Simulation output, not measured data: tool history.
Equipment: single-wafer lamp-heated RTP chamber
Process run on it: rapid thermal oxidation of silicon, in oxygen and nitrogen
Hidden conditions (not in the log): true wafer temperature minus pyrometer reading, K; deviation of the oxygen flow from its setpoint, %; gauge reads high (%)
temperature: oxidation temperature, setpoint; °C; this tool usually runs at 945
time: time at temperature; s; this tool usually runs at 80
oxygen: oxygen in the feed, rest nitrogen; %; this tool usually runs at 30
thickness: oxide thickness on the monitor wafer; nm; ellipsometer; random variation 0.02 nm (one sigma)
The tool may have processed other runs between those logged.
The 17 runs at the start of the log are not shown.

run   hour  temperature  time  oxygen  wafers since the last listed run  wafers since the last pyrometer calibration  hours since the oxygen flow controller was replaced  hours since the gauge calibration  read-back reference wafer on the same gauge, thickness  thickness
 18  227.6          945    80      30                               109                                          526                                                   21                              118.6                                                   3.849      3.513
 19    236          961    80      17                                73                                          599                                                 29.4                                127                                                   3.843      3.322
 20  244.5          945    80      30                                74                                          674                                                 37.9                              135.5                                                   3.841      3.496
 21  260.8          969    80      30                               143                                          817                                                 54.2                              151.8                                                   3.847      4.004
 22  309.6          957    64      17                               428                                         1246                                                  103                              200.6                                                   3.839      3.098
 23  318.8          945    80      30                                80                                         1327                                                112.2                              209.8                                                    3.85      3.537
 24  334.7          945    80      30                               139                                         1467                                                128.1                              225.7                                                   3.835      3.507
 25  344.7          945    80      30                                87                                         1555                                                138.1                              235.7                                                   3.826      3.558
     362.2  -- gauge calibrated
 26  365.1          945    61      51                               179                                         1734                                                158.5                                2.9                                                   3.838      3.711
 27  381.8          935    61      17                               146                                         1881                                                175.2                               19.6                                                   3.832       2.88
 28  392.5          957    64      17                                94                                         1975                                                185.9                               30.3                                                   3.842      3.182
 29  404.2          963    80      30                               102                                         2077                                                197.6                                 42                                                   3.832      3.957
 30  413.8          919   110      47                                84                                         2162                                                207.2                               51.6                                                   3.833      3.836
 31  422.5          917    69      17                                76                                         2238                                                215.9                               60.3                                                    3.84      2.814
 32  432.5          945    91      30                                87                                         2326                                                225.9                               70.3                                                    3.84      3.769
 33  440.9          945    41      22                                73                                         2400                                                234.3                               78.7                                                   3.844       2.86
 34  458.9          945    80      30                               158                                         2558                                                252.3                               96.7                                                    3.85      3.608
 35  465.2          973   112      39                                55                                         2613                                                258.6                                103                                                   3.839      5.336
 36  471.7          916    45      30                                57                                         2671                                                265.1                              109.5                                                   3.854      2.729
 37  479.9          945    80      30                                72                                         2743                                                273.3                              117.7                                                   3.848      3.623

Here are 5 independent what-if runs from the current tool condition. What would each one return?
  A  480.4          945    80      30                                 4                                         2747                                                273.8                              118.2                                                       ?          ?
  B  480.4          945   102      60                                 4                                         2747                                                273.8                              118.2                                                       ?          ?
  C  480.4          921    65      30                                 4                                         2747                                                273.8                              118.2                                                       ?          ?
  D  480.4          964    57      51                                 4                                         2747                                                273.8                              118.2                                                       ?          ?
  E  480.4          957    80      17                                 4                                         2747                                                273.8                              118.2                                                       ?          ?

run  read-back reference wafer on the same gauge, thickness  thickness
  A                                                    3.83      3.648
  B                                                    3.83      4.856
  C                                                    3.83      3.064
  D                                                    3.83      4.169
  E                                                    3.83      3.416
Stripped of hidden state, with their random variation kept, the same runs would have yielded:
run  thickness
  A      3.482
  B      4.563
  C      2.964
  D      3.943
  E      3.283
